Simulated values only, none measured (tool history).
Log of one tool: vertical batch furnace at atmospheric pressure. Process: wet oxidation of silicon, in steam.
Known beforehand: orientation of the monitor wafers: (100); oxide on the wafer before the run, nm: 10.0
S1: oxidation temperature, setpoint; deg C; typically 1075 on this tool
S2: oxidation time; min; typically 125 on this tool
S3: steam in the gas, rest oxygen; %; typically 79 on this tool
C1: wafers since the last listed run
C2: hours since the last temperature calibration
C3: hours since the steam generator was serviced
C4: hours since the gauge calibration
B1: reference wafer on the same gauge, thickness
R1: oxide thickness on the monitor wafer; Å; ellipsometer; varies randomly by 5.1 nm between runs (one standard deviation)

Run 1, hour 0: usual settings but S2 110.5 min; C1 0; C2 3836.1; C3 1254.8; C4 362.7; B1 870.23. Result: R1 7904.8 Å.
Run 2, hour 14.9: usual settings but S1 1088 deg C; C1 153; C2 3851; C3 1269.7; C4 377.6; B1 871.84. Result: R1 8896.5 Å.
Run 3, hour 49.8: usual settings but S1 1088 deg C; C1 359; C2 3885.9; C3 1304.6; C4 412.5; B1 872.56. Result: R1 8873.3 Å.
Run 4, hour 67: usual settings but S2 87 min; C1 177; C2 3903.1; C3 1321.8; C4 429.7; B1 872.03. Result: R1 6988.7 Å.
Run 5, hour 91.1: usual settings; C1 248; C2 3927.2; C3 1345.9; C4 453.8; B1 871.73. Result: R1 8433.2 Å.
Run 6, hour 125.7: usual settings; C1 356; C2 3961.8; C3 1380.5; C4 488.4; B1 870.42. Result: R1 8451.8 Å.
Run 7, hour 148.4: usual settings but S1 1067 deg C; C1 233; C2 3984.5; C3 1403.2; C4 511.1; B1 872.86. Result: R1 8133.2 Å.
Run 8, hour 180.7: usual settings but S1 1067 deg C; C1 332; C2 4016.8; C3 1435.5; C4 543.4; B1 870.31. Result: R1 8229.7 Å.
Run 9, hour 204.7: usual settings but S1 1062 deg C; C1 247; C2 4040.8; C3 1459.5; C4 567.4; B1 872.86. Result: R1 7998.8 Å.
Run 10, hour 221.9: usual settings but S1 1062 deg C; C1 177; C2 4058; C3 1476.7; C4 584.6; B1 869.89. Result: R1 7933 Å.
Run 11, hour 236: usual settings but S1 1062 deg C; C1 145; C2 4072.1; C3 1490.8; C4 598.7; B1 872.86. Result: R1 7946.7 Å.
At hour 239.6: gauge calibrated.
Run 12, hour 250: usual settings but S1 1094 deg C, S3 88 %; C1 144; C2 4086.1; C3 1504.8; C4 10.4; B1 871.33. Result: R1 9546.2 Å.
At hour 290: thermocouples replaced and temperature profile calibrated.
Run 13, hour 290.5: usual settings but S1 1094 deg C, S3 88 %; C1 170; C2 0.5; C3 1545.3; C4 50.9; B1 872.32. Result: R1 9703.3 Å.
Run 14, hour 296.1: usual settings; C1 57; C2 6.1; C3 1550.9; C4 56.5; B1 872.17. Result: R1 8429.1 Å.
Run 15, hour 327.1: usual settings; C1 319; C2 37.1; C3 1581.9; C4 87.5; B1 873.8. Result: R1 8405.1 Å.
Run 16, hour 357.8: usual settings; C1 316; C2 67.8; C3 1612.6; C4 118.2; B1 870.47. Result: R1 8318.5 Å.
Run 17, hour 377: usual settings; C1 197; C2 87; C3 1631.8; C4 137.4; B1 872.96. Result: R1 8542.5 Å.
Run 18, hour 395.9: usual settings but S1 1082 deg C, S3 89 %; C1 194; C2 105.9; C3 1650.7; C4 156.3; B1 871.52. Result: R1 9302.2 Å.
Run 19, hour 410.3: usual settings but S1 1059 deg C; C1 148; C2 120.3; C3 1665.1; C4 170.7; B1 873.46. Result: R1 7912.6 Å.
Run 20, hour 433.2: usual settings; C1 235; C2 143.2; C3 1688; C4 193.6; B1 870.65. Result: R1 8384.9 Å.
At hour 481.5: steam generator serviced.
Run 21, hour 482: usual settings but S2 110.5 min; C1 255; C2 192; C3 0.5; C4 242.4; B1 870.03. Result: R1 7899.9 Å.
Run 22, hour 487.5: usual settings but S1 1093 deg C; C1 56; C2 197.5; C3 6; C4 247.9; B1 870.95. Result: R1 9109.2 Å.
Run 23, hour 514.8: usual settings but S1 1094 deg C, S3 88 %; C1 281; C2 224.8; C3 33.3; C4 275.2; B1 872.32. Result: R1 9506.7 Å.
Run 24, hour 536.9: usual settings but S2 157.5 min, S3 85 %; C1 227; C2 246.9; C3 55.4; C4 297.3; B1 870.92. Result: R1 9938.3 Å.
Run 25, hour 558.2: usual settings but S1 1085 deg C, S2 79 min, S3 86 %; C1 219; C2 268.2; C3 76.7; C4 318.6; B1 874.75. Result: R1 7181.5 Å.
Run 26, hour 572.5: usual settings but S1 1089 deg C; C1 147; C2 282.5; C3 91; C4 332.9; B1 873.35. Result: R1 8915.7 Å.
Run 27, hour 590.4: usual settings but S1 1094 deg C, S3 88 %; C1 184; C2 300.4; C3 108.9; C4 350.8; B1 871.94. Result: R1 9525.7 Å.
Run 28, hour 603.6: usual settings but S1 1094 deg C, S3 88 %; C1 136; C2 313.6; C3 122.1; C4 364; B1 870.89. Result: R1 9547.8 Å.
Run 29, hour 620.5: usual settings but S1 1095 deg C, S2 143 min, S3 73 %; C1 174; C2 330.5; C3 139; C4 380.9; B1 872.9. Result: R1 9430.4 Å.
Run 30, hour 647.7: usual settings but S3 75 %; C1 280; C2 357.7; C3 166.2; C4 408.1; B1 873.18. Result: R1 8203.8 Å.
Run 31, hour 735.4: usual settings; C1 903; C2 445.4; C3 253.9; C4 495.8; B1 872.88. Result: R1 8539.7 Å.
Run 32, hour 749.2: usual settings but S1 1095 deg C; C1 142; C2 459.2; C3 267.7; C4 509.6; B1 872.47. Result: R1 9105.8 Å.
Run 33, hour 761.9: usual settings but S3 68 %; C1 130; C2 471.9; C3 280.4; C4 522.3; B1 870.17. Result: R1 7765.2 Å.
Run 34, hour 781.4: usual settings but S1 1086 deg C, S2 102.5 min, S3 91 %; C1 200; C2 491.4; C3 299.9; C4 541.8; B1 872.69. Result: R1 8484.4 Å.

What differs in the tool's unlogged condition from the final listed run ahead of each entry between runs to the first listed run following it?
From run 11 to run 12: gauge calibrated (hour 239.6)
  the hidden state is the same at both runs
From run 12 to run 13: thermocouples replaced and temperature profile calibrated (hour 290)
  the hidden state is the same at both runs
From run 20 to run 21: steam generator serviced (hour 481.5)
  the hidden state is the same at both runs
